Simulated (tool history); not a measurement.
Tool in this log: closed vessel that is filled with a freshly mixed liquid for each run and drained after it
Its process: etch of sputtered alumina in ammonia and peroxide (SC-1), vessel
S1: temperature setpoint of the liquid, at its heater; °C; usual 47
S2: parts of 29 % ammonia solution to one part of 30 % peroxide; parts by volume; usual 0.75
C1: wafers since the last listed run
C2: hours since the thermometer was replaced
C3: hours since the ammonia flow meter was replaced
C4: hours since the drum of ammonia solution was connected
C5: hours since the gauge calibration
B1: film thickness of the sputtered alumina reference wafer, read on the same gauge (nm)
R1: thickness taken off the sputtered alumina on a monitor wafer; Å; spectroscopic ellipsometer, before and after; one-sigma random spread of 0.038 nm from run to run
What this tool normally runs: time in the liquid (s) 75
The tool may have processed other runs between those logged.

{"run": 1, "hour": 0.0, "S1": 47, "S2": 0.75, "time in the liquid (s)": 75, "C1": 0, "C2": 1385.9, "C3": 949.2, "C4": 173.9, "C5": 305.4, "B1": 129.991, "R1": 53.48}
{"run": 2, "hour": 6.5, "S1": 47, "S2": 0.75, "time in the liquid (s)": 75, "C1": 952, "C2": 1392.4, "C3": 955.7, "C4": 180.4, "C5": 311.9, "B1": 129.994, "R1": 53.29}
{"run": 3, "hour": 19.7, "S1": 47, "S2": 0.75, "time in the liquid (s)": 75, "C1": 1935, "C2": 1405.6, "C3": 968.9, "C4": 193.6, "C5": 325.1, "B1": 130.013, "R1": 53.27}
{"run": 4, "hour": 28.8, "S1": 47, "S2": 0.75, "time in the liquid (s)": 75, "C1": 1333, "C2": 1414.7, "C3": 978, "C4": 202.7, "C5": 334.2, "B1": 129.986, "R1": 53.38}
{"run": 5, "hour": 42.1, "S1": 47, "S2": 0.75, "time in the liquid (s)": 75, "C1": 1949, "C2": 1428, "C3": 991.3, "C4": 216, "C5": 347.5, "B1": 130.012, "R1": 53.33}
{"run": 6, "hour": 52.7, "S1": 47, "S2": 0.75, "time in the liquid (s)": 75, "C1": 1553, "C2": 1438.6, "C3": 1001.9, "C4": 226.6, "C5": 358.1, "B1": 130.026, "R1": 52.71}
{"run": 7, "hour": 61.9, "S1": 47, "S2": 0.75, "time in the liquid (s)": 75, "C1": 1348, "C2": 1447.8, "C3": 1011.1, "C4": 235.8, "C5": 367.3, "B1": 130.004, "R1": 53.93}
{"run": 8, "hour": 71.7, "S1": 47, "S2": 0.75, "time in the liquid (s)": 75, "C1": 1436, "C2": 1457.6, "C3": 1020.9, "C4": 245.6, "C5": 377.1, "B1": 129.999, "R1": 53.83}
{"hour": 73.5, "done": "gauge calibrated"}
{"run": 9, "hour": 82.3, "S1": 47, "S2": 0.75, "time in the liquid (s)": 75, "C1": 1553, "C2": 1468.2, "C3": 1031.5, "C4": 256.2, "C5": 8.8, "B1": 130.031, "R1": 52.82}
{"run": 10, "hour": 113.4, "S1": 41, "S2": 0.95, "time in the liquid (s)": 75, "C1": 4559, "C2": 1499.3, "C3": 1062.6, "C4": 287.3, "C5": 39.9, "B1": 130.006, "R1": 39.3}
{"hour": 124.2, "done": "ammonia flow meter replaced"}
{"run": 11, "hour": 129.4, "S1": 47, "S2": 0.75, "time in the liquid (s)": 75, "C1": 2198, "C2": 1515.3, "C3": 5.2, "C4": 303.3, "C5": 55.9, "B1": 129.996, "R1": 54.08}
{"run": 12, "hour": 137.0, "S1": 41, "S2": 1, "time in the liquid (s)": 75, "C1": 1114, "C2": 1522.9, "C3": 12.8, "C4": 310.9, "C5": 63.5, "B1": 129.984, "R1": 39.15}
{"run": 13, "hour": 151.3, "S1": 47, "S2": 0.9, "time in the liquid (s)": 35, "C1": 2096, "C2": 1537.2, "C3": 27.1, "C4": 325.2, "C5": 77.8, "B1": 129.971, "R1": 25.56}
{"run": 14, "hour": 158.3, "S1": 47, "S2": 0.75, "time in the liquid (s)": 75, "C1": 1026, "C2": 1544.2, "C3": 34.1, "C4": 332.2, "C5": 84.8, "B1": 130.031, "R1": 53.65}
{"run": 15, "hour": 168.5, "S1": 44, "S2": 0.75, "time in the liquid (s)": 75, "C1": 1495, "C2": 1554.4, "C3": 44.3, "C4": 342.4, "C5": 95, "B1": 129.993, "R1": 45.68}
{"run": 16, "hour": 177.0, "S1": 47, "S2": 0.75, "time in the liquid (s)": 75, "C1": 1246, "C2": 1562.9, "C3": 52.8, "C4": 350.9, "C5": 103.5, "B1": 130.027, "R1": 53.71}
{"run": 17, "hour": 193.8, "S1": 47, "S2": 0.75, "time in the liquid (s)": 75, "C1": 2462, "C2": 1579.7, "C3": 69.6, "C4": 367.7, "C5": 120.3, "B1": 129.959, "R1": 53.64}
{"hour": 200.9, "done": "thermometer replaced"}
{"hour": 218.3, "done": "new drum of ammonia solution connected"}
{"run": 18, "hour": 240.8, "S1": 49.5, "S2": 1.1, "time in the liquid (s)": 105, "C1": 6596, "C2": 39.9, "C3": 116.6, "C4": 22.5, "C5": 167.3, "B1": 130.014, "R1": 79.43}
{"run": 19, "hour": 280.5, "S1": 47, "S2": 0.75, "time in the liquid (s)": 60, "C1": 5819, "C2": 79.6, "C3": 156.3, "C4": 62.2, "C5": 207, "B1": 130.024, "R1": 38.51}
{"run": 20, "hour": 295.9, "S1": 39, "S2": 0.75, "time in the liquid (s)": 95, "C1": 2257, "C2": 95, "C3": 171.7, "C4": 77.6, "C5": 222.4, "B1": 130.013, "R1": 38.16}
{"run": 21, "hour": 320.0, "S1": 54.5, "S2": 0.75, "time in the liquid (s)": 40, "C1": 3532, "C2": 119.1, "C3": 195.8, "C4": 101.7, "C5": 246.5, "B1": 129.986, "R1": 38.25}
{"run": 22, "hour": 334.3, "S1": 39.5, "S2": 0.45, "time in the liquid (s)": 90, "C1": 2096, "C2": 133.4, "C3": 210.1, "C4": 116, "C5": 260.8, "B1": 129.957, "R1": 35.39}
{"run": 23, "hour": 351.0, "S1": 47, "S2": 0.6, "time in the liquid (s)": 75, "C1": 2448, "C2": 150.1, "C3": 226.8, "C4": 132.7, "C5": 277.5, "B1": 130.004, "R1": 46.85}
{"run": 24, "hour": 367.2, "S1": 47, "S2": 0.65, "time in the liquid (s)": 75, "C1": 2374, "C2": 166.3, "C3": 243, "C4": 148.9, "C5": 293.7, "B1": 129.998, "R1": 47.99}
{"run": 25, "hour": 385.1, "S1": 47, "S2": 0.75, "time in the liquid (s)": 75, "C1": 2623, "C2": 184.2, "C3": 260.9, "C4": 166.8, "C5": 311.6, "B1": 130.038, "R1": 47.76}
{"run": 26, "hour": 394.6, "S1": 47, "S2": 0.75, "time in the liquid (s)": 75, "C1": 1392, "C2": 193.7, "C3": 270.4, "C4": 176.3, "C5": 321.1, "B1": 130.021, "R1": 47.99}
{"run": 27, "hour": 428.2, "S1": 41, "S2": 0.55, "time in the liquid (s)": 75, "C1": 4925, "C2": 227.3, "C3": 304, "C4": 209.9, "C5": 354.7, "B1": 130.003, "R1": 33.23}

5 options for the next run, each taken on its own from the tool as it stands now. Forecast them:
{"run": "A", "hour": 428.9, "S1": 47, "S2": 0.75, "time in the liquid (s)": 75, "C1": 102, "C2": 228, "C3": 304.7, "C4": 210.6, "C5": 355.4, "B1": "?", "R1": "?"}
{"run": "B", "hour": 428.9, "S1": 53.5, "S2": 0.75, "time in the liquid (s)": 75, "C1": 102, "C2": 228, "C3": 304.7, "C4": 210.6, "C5": 355.4, "B1": "?", "R1": "?"}
{"run": "C", "hour": 428.9, "S1": 55, "S2": 0.6, "time in the liquid (s)": 120, "C1": 102, "C2": 228, "C3": 304.7, "C4": 210.6, "C5": 355.4, "B1": "?", "R1": "?"}
{"run": "D", "hour": 428.9, "S1": 43.5, "S2": 0.75, "time in the liquid (s)": 75, "C1": 102, "C2": 228, "C3": 304.7, "C4": 210.6, "C5": 355.4, "B1": "?", "R1": "?"}
{"run": "E", "hour": 428.9, "S1": 52.5, "S2": 0.35, "time in the liquid (s)": 75, "C1": 102, "C2": 228, "C3": 304.7, "C4": 210.6, "C5": 355.4, "B1": "?", "R1": "?"}

run=A B1=129.989 R1=48.59
run=B B1=129.989 R1=69.31
run=C B1=129.989 R1=117.58
run=D B1=129.989 R1=39.87
run=E B1=129.989 R1=61.1
Take away the tool's hidden state, keep each run's random variation, and the runs would have read:
run=A R1=46.65
run=B R1=66.65
run=C R1=113.12
run=D R1=38.23
run=E R1=58.74
